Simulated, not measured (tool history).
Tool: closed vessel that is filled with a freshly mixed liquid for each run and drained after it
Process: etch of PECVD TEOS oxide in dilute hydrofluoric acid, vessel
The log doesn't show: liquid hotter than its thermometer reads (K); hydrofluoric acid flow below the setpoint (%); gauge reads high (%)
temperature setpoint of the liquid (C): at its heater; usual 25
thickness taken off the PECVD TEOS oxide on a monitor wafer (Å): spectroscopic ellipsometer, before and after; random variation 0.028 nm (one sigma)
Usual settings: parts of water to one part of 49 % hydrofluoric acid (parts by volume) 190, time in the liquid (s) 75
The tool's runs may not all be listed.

run	hour	temperature setpoint of the liquid (C)	parts of water to one part of 49 % hydrofluoric acid (parts by volume)	time in the liquid (s)	wafers since the last listed run	hours since the thermometer was replaced	hours since the hydrofluoric acid flow meter was replaced	hours since the gauge calibration	read-back film thickness of the PECVD TEOS oxide reference wafer, read on the same gauge (nm)	thickness taken off the PECVD TEOS oxide on a monitor wafer (Å)
1	0	25	265	75	0	901.1	458.4	199.7	150	30.54
2	52.1	25	165	75	5089	953.2	510.5	251.8	150.016	54.64
3	88.6	25	190	55	3565	989.7	547	288.3	150.018	33.34
4	148.5	25	190	75	5851	1049.6	606.9	348.2	150.02	45.29
5	215.3	25	190	75	6526	1116.4	673.7	415	150.012	44.89
6	258.6	25	190	75	4230	1159.7	717	458.3	149.996	45.11
7	322.7	25	190	45	6262	1223.8	781.1	522.4	149.996	26.82
8	382.7	25	190	45	5861	1283.8	841.1	582.4	150.054	26.74
9	413.8	28	190	75	3038	1314.9	872.2	613.5	150.022	48.8
10	439.3	28	190	75	2491	1340.4	897.7	639	150.014	49.26
11	504.5	25	190	60	6369	1405.6	962.9	704.2	149.977	35.27
12	548	25	190	60	4249	1449.1	1006.4	747.7	149.95	35.17
13	582.8	25	190	60	3399	1483.9	1041.2	782.5	150.017	35.24
# hour 587.7: hydrofluoric acid flow meter replaced
14	615	25	190	75	3048	1516.1	27.3	814.7	150.013	47.78
15	648.7	25	190	75	3292	1549.8	61	848.4	150.013	46.97
16	684.8	25	190	75	3526	1585.9	97.1	884.5	149.964	47.18
17	729.5	25	190	60	4366	1630.6	141.8	929.2	149.984	37.81
18	795.8	21	190	35	6477	1696.9	208.1	995.5	150.023	18.82
19	842.1	25	100	55	4523	1743.2	254.4	1041.8	149.957	72.88
# hour 883.8: gauge calibrated
20	928.5	29.5	190	45	8440	1829.6	340.8	44.7	149.973	32.67
21	969.1	30	110	55	3966	1870.2	381.4	85.3	149.996	77.5
22	1004.1	27.5	265	120	3419	1905.2	416.4	120.3	150.014	52.93
23	1033.5	22	260	95	2872	1934.6	445.8	149.7	150.01	35.31
# hour 1058: thermometer replaced
24	1096	25	140	75	6008	38	508.3	212.2	150.025	65.16
25	1140	20	190	75	4298	82	552.3	256.2	150.002	37.08
26	1175.8	25	190	75	3497	117.8	588.1	292	150.02	45.75
27	1228.3	25	190	75	5128	170.3	640.6	344.5	150.03	45.2
28	1275.5	21.5	285	35	4611	217.5	687.8	391.7	149.998	11.07
29	1309.5	25	230	45	3321	251.5	721.8	425.7	150.033	21.24
30	1369	27	190	75	5812	311	781.3	485.2	150.056	47.99
31	1403.9	25	235	75	3409	345.9	816.2	520.1	149.973	34.12
32	1436.8	28.5	190	45	3214	378.8	849.1	553	149.982	29.99

The next listed run, before its measurement:
33	1489.5	25	190	75	5148	431.5	901.8	605.7	?	?

{"run 33": {"read-back film thickness of the PECVD TEOS oxide reference wafer, read on the same gauge (nm)": 150.017, "thickness taken off the PECVD TEOS oxide on a monitor wafer (Å)": 44.34}}
Without the tool's hidden state the same run would have given thickness taken off the PECVD TEOS oxide on a monitor wafer (Å) 48.12.
